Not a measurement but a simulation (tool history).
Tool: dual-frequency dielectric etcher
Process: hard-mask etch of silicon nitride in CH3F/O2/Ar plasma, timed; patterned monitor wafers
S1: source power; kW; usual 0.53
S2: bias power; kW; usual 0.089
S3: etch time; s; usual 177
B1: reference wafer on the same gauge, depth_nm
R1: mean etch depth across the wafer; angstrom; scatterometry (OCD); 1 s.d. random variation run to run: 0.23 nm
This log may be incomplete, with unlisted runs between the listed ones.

| run | hour | S1 | S2 | S3 | B1 | R1 |
|---|---|---|---|---|---|---|
| 1 | 0 | 0.53 | 0.089 | 177 | 151.1 | 1503 |
| 2 | 0.4 | 0.53 | 0.089 | 177 | 151 | 1505 |
| 3 | 7.3 | 0.53 | 0.089 | 177 | 151.1 | 1502 |
| 4 | 16.2 | 0.53 | 0.089 | 177 | 150.9 | 1498 |
| 5 | 26.1 | 0.53 | 0.089 | 177 | 151 | 1500 |
| 6 | 35 | 0.61 | 0.075 | 153.5 | 150.9 | 1277 |
| 7 | 50.5 | 0.47 | 0.077 | 218.5 | 151 | 1631 |
| 8 | 58.6 | 0.53 | 0.089 | 177 | 151 | 1500 |
| 9 | 65.3 | 0.65 | 0.1 | 177 | 150.9 | 1734 |
| 10 | 77.2 | 0.53 | 0.071 | 208 | 150.9 | 1572 |
| 11 | 91.8 | 0.44 | 0.071 | 177 | 151 | 1226 |
| 12 | 102 | 0.53 | 0.089 | 217.5 | 151 | 1837 |
| 13 | 115.5 | 0.53 | 0.068 | 177 | 151.1 | 1312 |
| 14 | 122.5 | 0.47 | 0.089 | 177 | 151 | 1417 |
|  | 141.1 | source power generator calibrated |
| 15 | 141.6 | 0.41 | 0.096 | 148 | 151 | 1151 |
| 16 | 154.8 | 0.57 | 0.102 | 220 | 151 | 2053 |
| 17 | 161.6 | 0.62 | 0.075 | 127 | 150.9 | 1057 |
|  | 192.7 | wet clean of the chamber |
| 18 | 193.2 | 0.61 | 0.075 | 153.5 | 151 | 1286 |
| 19 | 193.5 | 0.44 | 0.089 | 191.5 | 150.9 | 1503 |
| 20 | 193.9 | 0.45 | 0.081 | 130 | 151 | 983 |
| 21 | 197.3 | 0.53 | 0.089 | 177 | 151 | 1514 |
| 22 | 214.9 | 0.58 | 0.089 | 177 | 151 | 1569 |
| 23 | 231.9 | 0.53 | 0.089 | 177 | 151 | 1507 |
| 24 | 241 | 0.53 | 0.089 | 177 | 151 | 1508 |
| 25 | 249.3 | 0.59 | 0.104 | 177 | 151 | 1708 |
| 26 | 261.9 | 0.53 | 0.097 | 133 | 151 | 1184 |
| 27 | 278.3 | 0.53 | 0.089 | 208.5 | 150.9 | 1775 |
| 28 | 296.1 | 0.47 | 0.068 | 201 | 151.1 | 1412 |
| 29 | 311.2 | 0.61 | 0.075 | 153.5 | 151 | 1282 |

Here are 5 independent what-if runs from the current tool condition. What would each one return?
| A | 311.7 | 0.53 | 0.089 | 177 | ? | ? |
| B | 311.7 | 0.53 | 0.089 | 139 | ? | ? |
| C | 311.7 | 0.53 | 0.076 | 163 | ? | ? |
| D | 311.7 | 0.53 | 0.089 | 208 | ? | ? |
| E | 311.7 | 0.6 | 0.078 | 206.5 | ? | ? |

| run | B1 | R1 |
|---|---|---|
| A | 151 | 1507 |
| B | 151 | 1184 |
| C | 151 | 1284 |
| D | 151 | 1771 |
| E | 151 | 1743 |
Without the tool's unlogged condition, the same runs would have read:
| run | R1 |
|---|---|
| A | 1509 |
| B | 1185 |
| C | 1285 |
| D | 1773 |
| E | 1745 |
